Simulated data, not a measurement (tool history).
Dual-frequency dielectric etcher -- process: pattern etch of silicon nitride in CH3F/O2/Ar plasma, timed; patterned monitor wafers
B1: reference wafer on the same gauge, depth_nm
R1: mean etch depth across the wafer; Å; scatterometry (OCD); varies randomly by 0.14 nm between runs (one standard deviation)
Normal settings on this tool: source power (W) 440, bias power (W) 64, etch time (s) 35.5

Run 1, hour 0.0: usual settings but source power (W) 390; B1 24.40. Result: R1 229.5 Å.
Run 2, hour 92.5: usual settings but bias power (W) 56; B1 24.36. Result: R1 229.3 Å.
Run 3, hour 157.0: usual settings but bias power (W) 56; B1 24.35. Result: R1 227.3 Å.
Run 4, hour 256.5: usual settings but source power (W) 370; B1 24.36. Result: R1 220.7 Å.
Run 5, hour 305.7: usual settings but source power (W) 370; B1 24.36. Result: R1 219.2 Å.
Run 6, hour 342.8: usual settings but source power (W) 410, etch time (s) 29.0; B1 24.42. Result: R1 190.2 Å.
Run 7, hour 445.4: usual settings but source power (W) 410, etch time (s) 29.0; B1 24.39. Result: R1 189.3 Å.
Run 8, hour 551.3: usual settings; B1 24.39. Result: R1 240.3 Å.
Run 9, hour 633.0: usual settings but etch time (s) 32.5; B1 24.38. Result: R1 220.2 Å.
Run 10, hour 720.4: usual settings but bias power (W) 70; B1 24.38. Result: R1 246.1 Å.
Run 11, hour 772.2: usual settings but bias power (W) 70; B1 24.37. Result: R1 250.5 Å.
Run 12, hour 882.7: usual settings but bias power (W) 70; B1 24.44. Result: R1 246.0 Å.
Run 13, hour 924.7: usual settings but source power (W) 400, bias power (W) 59; B1 24.38. Result: R1 223.9 Å.
Run 14, hour 980.3: usual settings but source power (W) 400, bias power (W) 59; B1 24.41. Result: R1 222.5 Å.
Run 15, hour 1086.1: usual settings but source power (W) 400, bias power (W) 54, etch time (s) 30.0; B1 24.40. Result: R1 182.6 Å.
Run 16, hour 1154.4: usual settings; B1 24.38. Result: R1 239.1 Å.
Run 17, hour 1200.6: usual settings but source power (W) 530, bias power (W) 69; B1 24.40. Result: R1 270.3 Å.
Run 18, hour 1282.3: usual settings but source power (W) 360, bias power (W) 68, etch time (s) 25.5; B1 24.39. Result: R1 160.4 Å.
Run 19, hour 1350.5: usual settings but bias power (W) 57; B1 24.44. Result: R1 229.5 Å.
Run 20, hour 1404.7: usual settings but source power (W) 490, bias power (W) 77; B1 24.40. Result: R1 266.9 Å.
Run 21, hour 1485.5: usual settings but bias power (W) 54; B1 24.38. Result: R1 225.6 Å.
Run 22, hour 1558.6: usual settings but bias power (W) 71; B1 24.43. Result: R1 251.0 Å.
Run 23, hour 1650.2: usual settings but bias power (W) 70; B1 24.39. Result: R1 244.5 Å.
Run 24, hour 1693.7: usual settings but source power (W) 480; B1 24.45. Result: R1 249.7 Å.
Run 25, hour 1731.9: usual settings but source power (W) 400, bias power (W) 76; B1 24.38. Result: R1 242.2 Å.
Run 26, hour 1786.2: usual settings but source power (W) 360, bias power (W) 60, etch time (s) 31.5; B1 24.39. Result: R1 190.7 Å.
Run 27, hour 1865.3: usual settings but source power (W) 390; B1 24.37. Result: R1 228.5 Å.
Run 28, hour 1954.7: usual settings but source power (W) 510, bias power (W) 72; B1 24.45. Result: R1 266.5 Å.
Run 29, hour 1997.2: usual settings but etch time (s) 31.5; B1 24.40. Result: R1 212.0 Å.
Run 30, hour 2103.8: usual settings; B1 24.43. Result: R1 239.8 Å.
Run 31, hour 2318.7: usual settings but etch time (s) 39.5; B1 24.42. Result: R1 265.5 Å.

Not shown here: 8 entries made in the log between runs. Locate each between two listed runs and compare the hidden state at the listed run before it with the hidden state at the listed run after it:
In the gap between runs 3 and 4: wet clean of the chamber (hour 184.3)
  both runs share identical hidden conditions
In the gap between runs 10 and 11: wet clean of the chamber (hour 757.7)
  both runs share identical hidden conditions
In the gap between runs 11 and 12: upper electrode replaced (hour 882.2)
  both runs share identical hidden conditions
In the gap between runs 17 and 18: wet clean of the chamber (hour 1279.5)
  both runs share identical hidden conditions
In the gap between runs 18 and 19: source power generator calibrated (hour 1336.1); gauge calibrated (hour 1346.6)
  both runs share identical hidden conditions
In the gap between runs 21 and 22: bias power generator calibrated (hour 1523.6)
  both runs share identical hidden conditions
In the gap between runs 25 and 26: wet clean of the chamber (hour 1785.6)
  both runs share identical hidden conditions
